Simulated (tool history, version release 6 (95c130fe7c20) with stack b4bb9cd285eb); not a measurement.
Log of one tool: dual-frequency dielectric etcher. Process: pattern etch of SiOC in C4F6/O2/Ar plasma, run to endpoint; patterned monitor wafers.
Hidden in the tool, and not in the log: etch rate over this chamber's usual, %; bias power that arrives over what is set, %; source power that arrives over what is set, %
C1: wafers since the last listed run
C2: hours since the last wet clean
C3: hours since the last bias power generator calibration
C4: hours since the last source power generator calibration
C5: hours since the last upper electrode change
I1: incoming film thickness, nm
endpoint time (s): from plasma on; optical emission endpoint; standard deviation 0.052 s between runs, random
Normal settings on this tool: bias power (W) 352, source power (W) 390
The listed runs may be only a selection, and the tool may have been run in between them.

Run 1, hour 0: usual settings but bias power (W) 422; C1 0; C2 379.8; C3 1389.3; C4 3951.2; C5 2838.9; I1 26.21. Result: endpoint time (s) 10.2.
Run 2, hour 15.7: usual settings; C1 287; C2 395.5; C3 1405; C4 3966.9; C5 2854.6; I1 26.48. Result: endpoint time (s) 10.9.
Run 3, hour 28.9: usual settings; C1 241; C2 408.7; C3 1418.2; C4 3980.1; C5 2867.8; I1 26.59. Result: endpoint time (s) 10.9.
Run 4, hour 39.7: usual settings; C1 197; C2 419.5; C3 1429; C4 3990.9; C5 2878.6; I1 26.59. Result: endpoint time (s) 10.9.
Run 5, hour 52.5: usual settings but bias power (W) 405; C1 234; C2 432.3; C3 1441.8; C4 4003.7; C5 2891.4; I1 26.53. Result: endpoint time (s) 10.5.
Run 6, hour 64.5: usual settings but bias power (W) 375; C1 219; C2 444.3; C3 1453.8; C4 4015.7; C5 2903.4; I1 26.35. Result: endpoint time (s) 10.8.
Run 7, hour 74.4: usual settings but bias power (W) 375; C1 181; C2 454.2; C3 1463.7; C4 4025.6; C5 2913.3; I1 26.52. Result: endpoint time (s) 10.7.
Run 8, hour 83.6: usual settings but bias power (W) 375; C1 168; C2 463.4; C3 1472.9; C4 4034.8; C5 2922.5; I1 26.31. Result: endpoint time (s) 10.8.
Run 9, hour 90.9: usual settings; C1 133; C2 470.7; C3 1480.2; C4 4042.1; C5 2929.8; I1 26.35. Result: endpoint time (s) 10.9.
At hour 124: upper electrode replaced.
At hour 136: wet clean of the chamber.
Run 10, hour 136.5: usual settings; C1 174; C2 0.5; C3 1525.8; C4 4087.7; C5 12.5; I1 26.6. Result: endpoint time (s) 10.4.
Run 11, hour 136.8: usual settings; C1 5; C2 0.8; C3 1526.1; C4 4088; C5 12.8; I1 26.39. Result: endpoint time (s) 10.4.
Run 12, hour 137.2: usual settings but bias power (W) 414; C1 7; C2 1.2; C3 1526.5; C4 4088.4; C5 13.2; I1 26.41. Result: endpoint time (s) 10.1.
Run 13, hour 137.5: usual settings but bias power (W) 414; C1 5; C2 1.5; C3 1526.8; C4 4088.7; C5 13.5; I1 26.55. Result: endpoint time (s) 10.
Run 14, hour 143.5: usual settings but bias power (W) 414; C1 109; C2 7.5; C3 1532.8; C4 4094.7; C5 19.5; I1 26.57. Result: endpoint time (s) 10.
Run 15, hour 153.2: usual settings; C1 177; C2 17.2; C3 1542.5; C4 4104.4; C5 29.2; I1 26.63. Result: endpoint time (s) 10.6.
At hour 171.1: source power generator calibrated.
Run 16, hour 171.6: usual settings; C1 263; C2 35.6; C3 1560.9; C4 0.5; C5 47.6; I1 26.45. Result: endpoint time (s) 10.4.
Run 17, hour 176.9: usual settings but bias power (W) 292, source power (W) 430; C1 97; C2 40.9; C3 1566.2; C4 5.8; C5 52.9; I1 26.46. Result: endpoint time (s) 10.4.
At hour 200.3: bias power generator calibrated.
Run 18, hour 209.9: usual settings but bias power (W) 383, source power (W) 430; C1 530; C2 73.9; C3 9.6; C4 38.8; C5 85.9; I1 26.37. Result: endpoint time (s) 9.7.
Run 19, hour 218.5: usual settings but bias power (W) 284; C1 157; C2 82.5; C3 18.2; C4 47.4; C5 94.5; I1 26.47. Result: endpoint time (s) 11.
Run 20, hour 224.9: usual settings; C1 117; C2 88.9; C3 24.6; C4 53.8; C5 100.9; I1 26.68. Result: endpoint time (s) 10.6.
Run 21, hour 231.8: usual settings but source power (W) 310; C1 126; C2 95.8; C3 31.5; C4 60.7; C5 107.8; I1 26.26. Result: endpoint time (s) 12.2.
Run 22, hour 248.3: usual settings but bias power (W) 290, source power (W) 350; C1 302; C2 112.3; C3 48; C4 77.2; C5 124.3; I1 26.31. Result: endpoint time (s) 11.9.
Run 23, hour 254.3: usual settings but bias power (W) 265, source power (W) 460; C1 109; C2 118.3; C3 54; C4 83.2; C5 130.3; I1 26.6. Result: endpoint time (s) 10.3.
Run 24, hour 263.9: usual settings but source power (W) 450; C1 175; C2 127.9; C3 63.6; C4 92.8; C5 139.9; I1 26.6. Result: endpoint time (s) 9.8.
Run 25, hour 274.3: usual settings; C1 190; C2 138.3; C3 74; C4 103.2; C5 150.3; I1 26.71. Result: endpoint time (s) 10.7.
Run 26, hour 281.5: usual settings but bias power (W) 304; C1 131; C2 145.5; C3 81.2; C4 110.4; C5 157.5; I1 26.55. Result: endpoint time (s) 11.
Run 27, hour 290.1: usual settings but bias power (W) 394, source power (W) 330; C1 157; C2 154.1; C3 89.8; C4 119; C5 166.1; I1 26.6. Result: endpoint time (s) 11.5.
Run 28, hour 302.7: usual settings; C1 230; C2 166.7; C3 102.4; C4 131.6; C5 178.7; I1 26.35. Result: endpoint time (s) 10.5.
Run 29, hour 308.9: usual settings but bias power (W) 304; C1 113; C2 172.9; C3 108.6; C4 137.8; C5 184.9; I1 26.61. Result: endpoint time (s) 11.
Run 30, hour 325.1: usual settings but source power (W) 340; C1 296; C2 189.1; C3 124.8; C4 154; C5 201.1; I1 26.84. Result: endpoint time (s) 11.6.
Run 31, hour 338.4: usual settings; C1 243; C2 202.4; C3 138.1; C4 167.3; C5 214.4; I1 26.19. Result: endpoint time (s) 10.6.
Run 32, hour 350.7: usual settings; C1 225; C2 214.7; C3 150.4; C4 179.6; C5 226.7; I1 26.29. Result: endpoint time (s) 10.6.
Run 33, hour 365.8: usual settings; C1 276; C2 229.8; C3 165.5; C4 194.7; C5 241.8; I1 26.42. Result: endpoint time (s) 10.8.

Forecast each of these 5 alternatives for the next run:
Run A, hour 366.2: usual settings but bias power (W) 382; C1 7; C2 230.2; C3 165.9; C4 195.1; C5 242.2; I1 26.45. Result: endpoint time (s) ?.
Run B, hour 366.2: usual settings but source power (W) 360; C1 7; C2 230.2; C3 165.9; C4 195.1; C5 242.2; I1 26.45. Result: endpoint time (s) ?.
Run C, hour 366.2: usual settings but bias power (W) 272, source power (W) 430; C1 7; C2 230.2; C3 165.9; C4 195.1; C5 242.2; I1 26.45. Result: endpoint time (s) ?.
Run D, hour 366.2: usual settings but bias power (W) 265, source power (W) 340; C1 7; C2 230.2; C3 165.9; C4 195.1; C5 242.2; I1 26.45. Result: endpoint time (s) ?.
Run E, hour 366.2: usual settings but bias power (W) 307, source power (W) 360; C1 7; C2 230.2; C3 165.9; C4 195.1; C5 242.2; I1 26.45. Result: endpoint time (s) ?.

run  endpoint time (s)
  A               10.4
  B               11.1
  C               10.6
  D               12.3
  E               11.5
Without the tool's unlogged condition, the same runs would have read:
run  endpoint time (s)
  A               10.2
  B               10.9
  C               10.4
  D               12.1
  E               11.3

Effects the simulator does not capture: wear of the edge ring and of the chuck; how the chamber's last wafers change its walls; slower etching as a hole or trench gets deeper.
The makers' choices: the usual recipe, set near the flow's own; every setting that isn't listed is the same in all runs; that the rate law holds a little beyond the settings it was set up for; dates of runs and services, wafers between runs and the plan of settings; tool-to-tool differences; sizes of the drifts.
